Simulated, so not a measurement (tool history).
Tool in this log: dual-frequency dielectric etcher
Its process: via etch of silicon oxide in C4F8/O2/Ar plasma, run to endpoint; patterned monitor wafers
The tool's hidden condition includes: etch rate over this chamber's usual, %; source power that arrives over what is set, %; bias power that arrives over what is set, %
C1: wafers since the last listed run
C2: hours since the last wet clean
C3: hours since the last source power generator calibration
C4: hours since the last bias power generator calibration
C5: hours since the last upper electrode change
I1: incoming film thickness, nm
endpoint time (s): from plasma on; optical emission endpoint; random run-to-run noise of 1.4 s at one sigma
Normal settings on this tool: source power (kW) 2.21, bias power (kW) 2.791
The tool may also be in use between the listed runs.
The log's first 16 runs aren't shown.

{"day": 8.933, "done": "source power generator calibrated"}
{"run": 17, "day": 8.954, "source power (kW)": 2.21, "bias power (kW)": 2.791, "C1": 55, "C2": 109.7, "C3": 0.5, "C4": 2031.1, "C5": 16, "I1": 1357.3, "endpoint time (s)": 227.6}
{"run": 18, "day": 9.375, "source power (kW)": 2.37, "bias power (kW)": 3.03, "C1": 50, "C2": 119.8, "C3": 10.6, "C4": 2041.2, "C5": 26.1, "I1": 1365.1, "endpoint time (s)": 219.2}
{"run": 19, "day": 9.792, "source power (kW)": 1.84, "bias power (kW)": 3.284, "C1": 49, "C2": 129.8, "C3": 20.6, "C4": 2051.2, "C5": 36.1, "I1": 1360, "endpoint time (s)": 235.1}
{"run": 20, "day": 10.267, "source power (kW)": 2.21, "bias power (kW)": 2.338, "C1": 56, "C2": 141.2, "C3": 32, "C4": 2062.6, "C5": 47.5, "I1": 1355.7, "endpoint time (s)": 236.2}
{"day": 10.696, "done": "bias power generator calibrated"}
{"run": 21, "day": 10.929, "source power (kW)": 2.21, "bias power (kW)": 3.117, "C1": 59, "C2": 157.1, "C3": 47.9, "C4": 5.6, "C5": 63.4, "I1": 1360, "endpoint time (s)": 223.1}
{"run": 22, "day": 11.454, "source power (kW)": 2.21, "bias power (kW)": 2.338, "C1": 62, "C2": 169.7, "C3": 60.5, "C4": 18.2, "C5": 76, "I1": 1352.9, "endpoint time (s)": 236.7}
{"run": 23, "day": 11.917, "source power (kW)": 2.21, "bias power (kW)": 3.005, "C1": 55, "C2": 180.8, "C3": 71.6, "C4": 29.3, "C5": 87.1, "I1": 1369.6, "endpoint time (s)": 227.1}
{"run": 24, "day": 12.571, "source power (kW)": 2.21, "bias power (kW)": 2.791, "C1": 78, "C2": 196.5, "C3": 87.3, "C4": 45, "C5": 102.8, "I1": 1373.5, "endpoint time (s)": 232.5}
{"run": 25, "day": 13.225, "source power (kW)": 2.21, "bias power (kW)": 2.791, "C1": 78, "C2": 212.2, "C3": 103, "C4": 60.7, "C5": 118.5, "I1": 1365.3, "endpoint time (s)": 231.9}
{"run": 26, "day": 13.712, "source power (kW)": 2.52, "bias power (kW)": 2.791, "C1": 58, "C2": 223.9, "C3": 114.7, "C4": 72.4, "C5": 130.2, "I1": 1359.4, "endpoint time (s)": 221.2}
{"run": 27, "day": 13.967, "source power (kW)": 2.02, "bias power (kW)": 2.119, "C1": 30, "C2": 230, "C3": 120.8, "C4": 78.5, "C5": 136.3, "I1": 1362.9, "endpoint time (s)": 252.5}

Run 28 comes next. What will it give?
{"run": 28, "day": 14.479, "source power (kW)": 1.74, "bias power (kW)": 2.791, "C1": 61, "C2": 242.3, "C3": 133.1, "C4": 90.8, "C5": 148.6, "I1": 1366.7, "endpoint time (s)": "?"}

Run 28 gave endpoint time (s) 251.8.
With the hidden condition absent and the run-to-run variation left alone, this run would have shown endpoint time (s) 246.1.
